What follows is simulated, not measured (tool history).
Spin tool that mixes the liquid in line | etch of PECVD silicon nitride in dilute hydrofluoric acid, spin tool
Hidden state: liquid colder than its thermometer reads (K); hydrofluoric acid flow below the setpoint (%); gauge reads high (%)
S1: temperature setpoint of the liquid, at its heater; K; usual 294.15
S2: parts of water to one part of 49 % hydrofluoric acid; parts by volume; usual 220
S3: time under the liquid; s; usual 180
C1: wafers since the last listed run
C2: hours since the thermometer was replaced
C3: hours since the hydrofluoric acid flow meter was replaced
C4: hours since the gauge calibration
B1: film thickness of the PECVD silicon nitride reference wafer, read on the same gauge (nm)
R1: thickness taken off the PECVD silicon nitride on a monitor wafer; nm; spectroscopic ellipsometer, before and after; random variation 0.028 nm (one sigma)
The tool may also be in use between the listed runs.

Run 1, hour 0.0: usual settings but S1 290.15 K; C1 0; C2 2200.4; C3 112.3; C4 216.7; B1 139.999. Result: R1 1.582 nm.
Run 2, hour 46.2: usual settings but S1 290.15 K; C1 324; C2 2246.6; C3 158.5; C4 262.9; B1 140.063. Result: R1 1.587 nm.
Run 3, hour 100.1: usual settings but S1 290.15 K; C1 379; C2 2300.5; C3 212.4; C4 316.8; B1 140.000. Result: R1 1.583 nm.
Run 4, hour 140.9: usual settings; C1 286; C2 2341.3; C3 253.2; C4 357.6; B1 139.992. Result: R1 2.015 nm.
Run 5, hour 181.6: usual settings; C1 286; C2 2382.0; C3 293.9; C4 398.3; B1 140.072. Result: R1 1.993 nm.
Run 6, hour 210.6: usual settings; C1 203; C2 2411.0; C3 322.9; C4 427.3; B1 139.984. Result: R1 2.082 nm.
Run 7, hour 276.4: usual settings; C1 462; C2 2476.8; C3 388.7; C4 493.1; B1 140.034. Result: R1 2.089 nm.
At hour 290.1: gauge calibrated.
Run 8, hour 325.1: usual settings but S1 291.65 K, S3 275 s; C1 342; C2 2525.5; C3 437.4; C4 35.0; B1 139.982. Result: R1 2.676 nm.
At hour 365.0: thermometer replaced.
Run 9, hour 393.5: usual settings but S1 298.15 K, S2 150 parts by volume, S3 240 s; C1 474; C2 28.5; C3 505.8; C4 103.4; B1 140.012. Result: R1 5.093 nm.
Run 10, hour 461.3: usual settings but S1 291.15 K, S2 285 parts by volume, S3 225 s; C1 476; C2 96.3; C3 573.6; C4 171.2; B1 140.029. Result: R1 1.627 nm.
At hour 512.2: hydrofluoric acid flow meter replaced.
Run 11, hour 529.8: usual settings but S2 280 parts by volume, S3 290 s; C1 474; C2 164.8; C3 17.6; C4 239.7; B1 140.010. Result: R1 2.634 nm.
Run 12, hour 563.5: usual settings; C1 237; C2 198.5; C3 51.3; C4 273.4; B1 140.010. Result: R1 2.056 nm.
Run 13, hour 588.9: usual settings but S1 290.15 K, S2 295 parts by volume, S3 110 s; C1 178; C2 223.9; C3 76.7; C4 298.8; B1 140.005. Result: R1 0.722 nm.
Run 14, hour 653.3: usual settings but S1 292.15 K, S2 320 parts by volume, S3 215 s; C1 453; C2 288.3; C3 141.1; C4 363.2; B1 139.994. Result: R1 1.505 nm.

5 ways to go on from here, each from the tool as it stands after run 14. What would each give?
Run A, hour 653.8: usual settings; C1 3; C2 288.8; C3 141.6; C4 363.7; B1 ?. Result: R1 ?.
Run B, hour 653.8: usual settings but S2 310 parts by volume, S3 265 s; C1 3; C2 288.8; C3 141.6; C4 363.7; B1 ?. Result: R1 ?.
Run C, hour 653.8: usual settings but S3 260 s; C1 3; C2 288.8; C3 141.6; C4 363.7; B1 ?. Result: R1 ?.
Run D, hour 653.8: usual settings but S1 297.15 K, S2 305 parts by volume, S3 240 s; C1 3; C2 288.8; C3 141.6; C4 363.7; B1 ?. Result: R1 ?.
Run E, hour 653.8: usual settings but S1 298.65 K, S2 310 parts by volume; C1 3; C2 288.8; C3 141.6; C4 363.7; B1 ?. Result: R1 ?.

run       B1     R1
  A  140.042  2.082
  B  140.042  2.195
  C  140.042  3.007
  D  140.042  2.431
  E  140.042  1.964
Without the tool's hidden state the same runs would have given:
run     R1
  A  2.082
  B  2.195
  C  3.007
  D  2.431
  E  1.964
